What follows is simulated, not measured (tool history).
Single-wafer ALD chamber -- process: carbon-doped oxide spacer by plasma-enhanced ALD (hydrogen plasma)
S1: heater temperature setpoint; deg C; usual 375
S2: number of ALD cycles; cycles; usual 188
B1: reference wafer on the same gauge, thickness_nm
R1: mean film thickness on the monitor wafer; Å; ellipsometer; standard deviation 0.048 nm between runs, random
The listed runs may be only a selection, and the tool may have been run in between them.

| run | day | S1 | S2 | B1 | R1 |
|---|---|---|---|---|---|
| 1 | 0 | 367 | 188 | 9.998 | 102.43 |
| 2 | 0.692 | 367 | 188 | 10 | 102.11 |
| 3 | 1.688 | 367 | 188 | 10.005 | 102.5 |
| 4 | 2.6 | 378 | 188 | 10.021 | 102.02 |
| 5 | 3.233 | 375 | 188 | 10.001 | 101.94 |
| 6 | 3.921 | 375 | 188 | 10.003 | 101.8 |
| 7 | 5.654 | 375 | 188 | 9.998 | 102.4 |
| 8 | 6.983 | 364 | 188 | 10.002 | 102.3 |
| 9 | 7.888 | 375 | 164 | 9.995 | 88.79 |
| 10 | 8.879 | 375 | 188 | 9.984 | 101.54 |
| 11 | 9.612 | 366 | 188 | 10.003 | 102.07 |
| 12 | 10.367 | 366 | 188 | 9.989 | 102.39 |
| 13 | 11.467 | 375 | 188 | 10.013 | 101.41 |
| 14 | 12.021 | 375 | 188 | 10.008 | 102.01 |
|  | 12.429 | gauge calibrated |
| 15 | 12.954 | 381 | 171 | 10.002 | 92.83 |
| 16 | 13.467 | 371 | 213 | 9.999 | 115.18 |
| 17 | 14.042 | 375 | 188 | 10.009 | 102.02 |
| 18 | 14.671 | 371 | 163 | 9.999 | 87.86 |
| 19 | 15.667 | 362 | 200 | 10.002 | 108.88 |
| 20 | 16.329 | 369 | 215 | 10.006 | 116.37 |
|  | 16.771 | thermocouple changed; heater temperature recalibrated |
| 21 | 17.204 | 382 | 201 | 9.995 | 109.42 |
| 22 | 18.329 | 368 | 152 | 10.002 | 82.18 |
| 23 | 19.492 | 375 | 188 | 10.007 | 102.72 |
| 24 | 20.733 | 375 | 188 | 10.001 | 102.08 |
| 25 | 21.421 | 375 | 156 | 9.997 | 84.84 |
| 26 | 22.629 | 375 | 188 | 10 | 103.13 |
| 27 | 23.783 | 362 | 188 | 10.015 | 102.22 |
| 28 | 24.867 | 365 | 151 | 9.995 | 82.43 |

Give the tool's hidden conditions for every run:
wafer temperature above the value expected at the setpoint (K): 0, the same for each run
gauge reads high (%): 0, the same for each run

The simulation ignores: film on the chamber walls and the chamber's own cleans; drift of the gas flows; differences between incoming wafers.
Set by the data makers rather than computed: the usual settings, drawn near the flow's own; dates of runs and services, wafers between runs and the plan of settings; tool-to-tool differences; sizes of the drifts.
